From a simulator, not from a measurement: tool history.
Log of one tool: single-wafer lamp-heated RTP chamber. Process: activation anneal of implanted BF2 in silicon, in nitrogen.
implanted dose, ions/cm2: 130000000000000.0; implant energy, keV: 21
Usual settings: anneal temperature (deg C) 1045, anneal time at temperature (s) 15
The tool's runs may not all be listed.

| run | day | anneal temperature (deg C) | anneal time at temperature (s) | wafers since the last listed run | wafers since the last pyrometer calibration | wafers since the reflector plate was cleaned | hours since the gauge calibration | read-back reference wafer on the same gauge, sheet resistance | sheet resistance of the implanted and annealed layer (ohm/square) |
|---|---|---|---|---|---|---|---|---|---|
| 1 | 0.000 | 1056 | 15 | 0 | 812 | 7519 | 208.7 | 821.32 | 715.95 |
| 2 | 5.812 | 1056 | 15 | 1387 | 2200 | 8907 | 348.2 | 819.34 | 714.69 |
| 3 | 7.800 | 1056 | 15 | 474 | 2674 | 9381 | 395.9 | 818.78 | 711.34 |
| 4 | 10.675 | 1033 | 15 | 686 | 3361 | 10067 | 464.9 | 817.79 | 716.69 |
|  | 11.296 | reflector plate cleaned |
| 5 | 12.175 | 1033 | 15 | 278 | 3639 | 210 | 500.9 | 817.45 | 715.76 |
| 6 | 14.675 | 1045 | 15 | 596 | 4236 | 807 | 560.9 | 816.24 | 714.60 |
| 7 | 15.858 | 1045 | 15 | 282 | 4519 | 1089 | 589.3 | 816.12 | 713.40 |
| 8 | 18.329 | 1045 | 10 | 589 | 5108 | 1679 | 648.6 | 815.52 | 716.59 |
| 9 | 20.729 | 1045 | 23 | 572 | 5681 | 2252 | 706.2 | 814.48 | 707.24 |
| 10 | 21.975 | 1045 | 15 | 297 | 5979 | 2549 | 736.1 | 813.90 | 711.65 |
| 11 | 23.058 | 1015 | 15 | 258 | 6237 | 2808 | 762.1 | 814.04 | 717.88 |
|  | 24.288 | pyrometer window cleaned and pyrometer calibrated |
| 12 | 24.604 | 1067 | 13 | 289 | 75 | 3097 | 799.2 | 813.19 | 707.38 |
|  | 25.108 | gauge calibrated |
| 13 | 27.588 | 1069 | 15 | 712 | 788 | 3810 | 59.5 | 823.57 | 714.22 |
| 14 | 28.596 | 1045 | 15 | 240 | 1028 | 4050 | 83.7 | 823.45 | 721.07 |
| 15 | 29.912 | 1045 | 22 | 314 | 1343 | 4365 | 115.3 | 822.97 | 714.12 |
| 16 | 31.629 | 1053 | 11 | 409 | 1752 | 4774 | 156.5 | 822.30 | 721.19 |

Some steps in sheet resistance of the implanted and annealed layer (ohm/square) between neighbouring runs. How much of each would the tool show without its hidden state too (settings, what came in, random variation), and how much is left for the hidden state, with any gauge scatter that isn't in both results?
The hidden state here: true wafer temperature minus pyrometer reading, K; wafer temperature error from the tarnished reflector plate, K; gauge reads high (%).
Run 11 -> 12: anneal temperature (deg C) 1015 -> 1067, anneal time at temperature (s) 15 -> 13, pyrometer window cleaned and pyrometer calibrated. sheet resistance of the implanted and annealed layer (ohm/square) -10.50: hidden state -0.30, all else -10.20.
Run 12 -> 13: anneal temperature (deg C) 1067 -> 1069, anneal time at temperature (s) 13 -> 15, gauge calibrated. sheet resistance of the implanted and annealed layer (ohm/square) +6.84: hidden state +8.96, all else -2.12.
